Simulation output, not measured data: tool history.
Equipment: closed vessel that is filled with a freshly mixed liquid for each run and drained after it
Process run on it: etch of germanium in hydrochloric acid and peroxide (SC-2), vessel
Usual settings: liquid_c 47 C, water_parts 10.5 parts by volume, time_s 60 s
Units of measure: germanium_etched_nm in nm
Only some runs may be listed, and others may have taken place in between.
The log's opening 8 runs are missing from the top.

run	hour	liquid_c	water_parts	time_s	read-back film thickness of the germanium reference wafer, read on the same gauge (nm)	germanium_etched_nm
9	99.2	47	14	60	140.01	70.76
10	112.7	47	5.5	45	140	56.81
# hour 125.9: gauge calibrated
# hour 128.9: new drum of peroxide connected
11	129.4	42	14	90	140.01	89.21
12	164.5	37.5	10.5	60	140	53.72
# hour 175.3: chemicals flow meter replaced
13	176.7	52	8.5	95	140.02	137.74
14	194	54.5	10.5	60	139.98	91.66
15	208	47	10.5	60	140	72.78
16	216.7	47	10.5	60	140	71.59
17	223.8	38	10.5	60	140	54.22
# hour 241.6: thermometer replaced
18	242.1	47	10.5	60	140.02	76.41
19	247.8	51.5	7	30	139.99	45.21
20	259.5	47	10.5	80	140.01	102.02
21	276.4	38	10.5	45	139.99	42.51
22	304.3	47	10.5	60	140.01	76.04
# hour 317.5: thermometer replaced, repeated, since the last time left the tool worse
23	318.3	47	12.5	45	139.99	49.96
24	334.7	50.5	9	90	140.01	117.68

For run 25, what comes out?
25	350.1	47	6	60	?	?

read-back film thickness of the germanium reference wafer, read on the same gauge (nm): 140.01
germanium_etched_nm: 71.43 nm
Had the tool carried no hidden state, the very same run would have given germanium_etched_nm 71.13 nm.

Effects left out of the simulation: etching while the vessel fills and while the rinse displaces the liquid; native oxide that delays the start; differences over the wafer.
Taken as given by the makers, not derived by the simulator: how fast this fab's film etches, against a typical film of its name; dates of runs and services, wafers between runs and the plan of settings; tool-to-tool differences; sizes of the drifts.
